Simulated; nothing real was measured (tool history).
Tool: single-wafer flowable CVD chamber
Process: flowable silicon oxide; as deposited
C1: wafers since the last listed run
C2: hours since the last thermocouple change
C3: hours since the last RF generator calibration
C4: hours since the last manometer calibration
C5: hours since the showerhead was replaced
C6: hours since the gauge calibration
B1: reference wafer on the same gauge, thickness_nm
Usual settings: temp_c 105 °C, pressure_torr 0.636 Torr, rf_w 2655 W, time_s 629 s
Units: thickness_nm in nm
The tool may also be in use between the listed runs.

run 1 hour=0.0 | temp_c=105 pressure_torr=0.636 rf_w=2655 time_s=629 | C1=0 C2=3069.1 C3=1089.6 C4=1891.4 C5=3681.3 C6=168.6 | B1=243.354 | thickness_nm=241.351
run 2 hour=29.3 | temp_c=105 pressure_torr=0.636 rf_w=2655 time_s=629 | C1=62 C2=3098.4 C3=1118.9 C4=1920.7 C5=3710.6 C6=197.9 | B1=243.030 | thickness_nm=243.938
run 3 hour=49.3 | temp_c=105 pressure_torr=0.636 rf_w=2655 time_s=629 | C1=42 C2=3118.4 C3=1138.9 C4=1940.7 C5=3730.6 C6=217.9 | B1=242.953 | thickness_nm=242.110
run 4 hour=71.7 | temp_c=105 pressure_torr=0.636 rf_w=2840 time_s=629 | C1=47 C2=3140.8 C3=1161.3 C4=1963.1 C5=3753.0 C6=240.3 | B1=242.838 | thickness_nm=242.774
run 5 hour=86.5 | temp_c=105 pressure_torr=0.636 rf_w=2840 time_s=629 | C1=31 C2=3155.6 C3=1176.1 C4=1977.9 C5=3767.8 C6=255.1 | B1=242.834 | thickness_nm=242.730
run 6 hour=148.0 | temp_c=105 pressure_torr=0.636 rf_w=2840 time_s=629 | C1=130 C2=3217.1 C3=1237.6 C4=2039.4 C5=3829.3 C6=316.6 | B1=242.920 | thickness_nm=241.591
run 7 hour=177.6 | temp_c=105 pressure_torr=0.636 rf_w=2655 time_s=629 | C1=63 C2=3246.7 C3=1267.2 C4=2069.0 C5=3858.9 C6=346.2 | B1=243.025 | thickness_nm=241.086
run 8 hour=212.3 | temp_c=105 pressure_torr=0.636 rf_w=2655 time_s=629 | C1=73 C2=3281.4 C3=1301.9 C4=2103.7 C5=3893.6 C6=380.9 | B1=242.941 | thickness_nm=240.841
run 9 hour=229.5 | temp_c=105 pressure_torr=0.636 rf_w=2655 time_s=629 | C1=36 C2=3298.6 C3=1319.1 C4=2120.9 C5=3910.8 C6=398.1 | B1=243.068 | thickness_nm=239.948
run 10 hour=258.1 | temp_c=105 pressure_torr=0.780 rf_w=3040 time_s=703 | C1=60 C2=3327.2 C3=1347.7 C4=2149.5 C5=3939.4 C6=426.7 | B1=242.711 | thickness_nm=333.225
-- hour=271.8 thermocouple changed; heater temperature recalibrated
-- hour=285.1 RF generator calibrated
run 11 hour=312.2 | temp_c=105 pressure_torr=0.636 rf_w=2655 time_s=629 | C1=81 C2=40.4 C3=27.1 C4=2203.6 C5=3993.5 C6=480.8 | B1=242.994 | thickness_nm=237.517
-- hour=322.9 gauge calibrated
run 12 hour=335.7 | temp_c=105 pressure_torr=0.636 rf_w=2655 time_s=629 | C1=50 C2=63.9 C3=50.6 C4=2227.1 C5=4017.0 C6=12.8 | B1=243.354 | thickness_nm=238.300
run 13 hour=359.8 | temp_c=105 pressure_torr=0.485 rf_w=2655 time_s=629 | C1=51 C2=88.0 C3=74.7 C4=2251.2 C5=4041.1 C6=36.9 | B1=242.957 | thickness_nm=181.951
-- hour=392.0 showerhead replaced
run 14 hour=394.7 | temp_c=105 pressure_torr=0.483 rf_w=2655 time_s=629 | C1=57 C2=122.9 C3=109.6 C4=2286.1 C5=2.7 C6=71.8 | B1=242.803 | thickness_nm=180.496
run 15 hour=439.5 | temp_c=105 pressure_torr=0.757 rf_w=2655 time_s=629 | C1=95 C2=167.7 C3=154.4 C4=2330.9 C5=47.5 C6=116.6 | B1=242.953 | thickness_nm=283.270
-- hour=449.2 capacitance manometer re-zeroed and calibrated
run 16 hour=473.3 | temp_c=105 pressure_torr=0.636 rf_w=2655 time_s=629 | C1=54 C2=201.5 C3=188.2 C4=24.1 C5=81.3 C6=150.4 | B1=243.053 | thickness_nm=254.923
run 17 hour=506.5 | temp_c=111 pressure_torr=0.776 rf_w=2335 time_s=575 | C1=70 C2=234.7 C3=221.4 C4=57.3 C5=114.5 C6=183.6 | B1=242.996 | thickness_nm=236.074
run 18 hour=522.9 | temp_c=105 pressure_torr=0.636 rf_w=2655 time_s=747 | C1=34 C2=251.1 C3=237.8 C4=73.7 C5=130.9 C6=200.0 | B1=243.169 | thickness_nm=300.838
run 19 hour=592.4 | temp_c=105 pressure_torr=0.636 rf_w=2825 time_s=595 | C1=147 C2=320.6 C3=307.3 C4=143.2 C5=200.4 C6=269.5 | B1=243.049 | thickness_nm=242.292

Hidden state at the last listed run before each entry between runs and at the first one after, where it differs:
Between runs 10 and 11: thermocouple changed; heater temperature recalibrated (hour 271.8); RF generator calibrated (hour 285.1)
  true pressure above the setpoint (%): -6.63 -> -6.95
  measured less the result without the state, thickness_nm: -23.121 -> -17.815 nm
Between runs 11 and 12: gauge calibrated (hour 322.9)
  true pressure above the setpoint (%): -6.95 -> -7.09
  measured less the result without the state, thickness_nm: -17.815 -> -18.272 nm
Between runs 13 and 14: showerhead replaced (hour 392.0)
  true pressure above the setpoint (%): -7.24 -> -7.45
  measured less the result without the state, thickness_nm: -14.642 -> -15.021 nm
Between runs 15 and 16: capacitance manometer re-zeroed and calibrated (hour 449.2)
  true pressure above the setpoint (%): -7.73 -> -0.714
  measured less the result without the state, thickness_nm: -23.478 -> -1.832 nm
